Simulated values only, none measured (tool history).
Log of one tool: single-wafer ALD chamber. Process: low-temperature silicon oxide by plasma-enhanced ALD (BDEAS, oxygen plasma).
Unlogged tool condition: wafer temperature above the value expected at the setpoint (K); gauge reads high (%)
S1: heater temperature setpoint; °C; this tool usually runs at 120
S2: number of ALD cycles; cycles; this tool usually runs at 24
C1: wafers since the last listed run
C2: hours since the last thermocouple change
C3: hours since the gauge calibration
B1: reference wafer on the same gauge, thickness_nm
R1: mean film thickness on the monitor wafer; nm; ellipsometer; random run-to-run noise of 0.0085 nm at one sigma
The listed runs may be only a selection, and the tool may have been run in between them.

run,hour,S1,S2,C1,C2,C3,B1,R1
1,0.0,120,21,0,789.7,232.9,3.669,2.961
2,11.3,120,21,159,801.0,244.2,3.667,2.947
3,24.0,129,27,179,813.7,256.9,3.666,3.748
4,37.5,129,27,191,827.2,270.4,3.658,3.737
5,52.9,120,24,217,842.6,285.8,3.660,3.378
# hour 57.3: gauge calibrated
6,69.7,120,24,237,859.4,12.4,3.688,3.379
7,83.5,120,24,195,873.2,26.2,3.687,3.415
8,124.2,120,26,575,913.9,66.9,3.687,3.674
9,141.8,120,26,249,931.5,84.5,3.688,3.668
10,156.4,120,26,206,946.1,99.1,3.685,3.673
11,167.8,120,24,161,957.5,110.5,3.683,3.394
12,184.1,128,24,230,973.8,126.8,3.677,3.326
13,201.6,128,24,247,991.3,144.3,3.680,3.332
14,212.6,120,28,155,1002.3,155.3,3.674,3.944
15,264.6,120,19,735,1054.3,207.3,3.665,2.671
# hour 279.8: thermocouple changed; heater temperature recalibrated
16,280.3,111,28,108,0.5,223.0,3.669,3.982
17,286.2,135,21,83,6.4,228.9,3.666,2.878
18,294.6,109,22,118,14.8,237.3,3.666,3.139
19,310.8,120,24,229,31.0,253.5,3.660,3.368
20,326.3,120,24,219,46.5,269.0,3.652,3.363
# hour 328.3: gauge calibrated
21,343.3,128,28,240,63.5,15.0,3.692,3.908
22,352.9,120,26,135,73.1,24.6,3.691,3.696
23,363.4,127,26,148,83.6,35.1,3.694,3.635
24,375.8,120,24,175,96.0,47.5,3.692,3.397
25,389.8,114,21,198,110.0,61.5,3.688,2.991
26,402.6,128,20,181,122.8,74.3,3.692,2.787
27,415.6,120,21,183,135.8,87.3,3.693,2.979

Hidden state or all else? Some run-to-run changes of R1, split into what the settings, what came in and random variation would give without the hidden state, and what is left for the hidden state (with any gauge scatter that isn't in both results):
Run 5 -> 6: gauge calibrated. R1 +0.001 nm: hidden state +0.029, all else -0.028.
Run 14 -> 15: S2 28 -> 19. R1 -1.273 nm: hidden state +0.002, all else -1.275.
Run 15 -> 16: S1 120 -> 111, S2 19 -> 28, thermocouple changed; heater temperature recalibrated. R1 +1.311 nm: hidden state -0.015, all else +1.326.
Run 20 -> 21: S1 120 -> 128, S2 24 -> 28, gauge calibrated. R1 +0.545 nm: hidden state +0.035, all else +0.510.
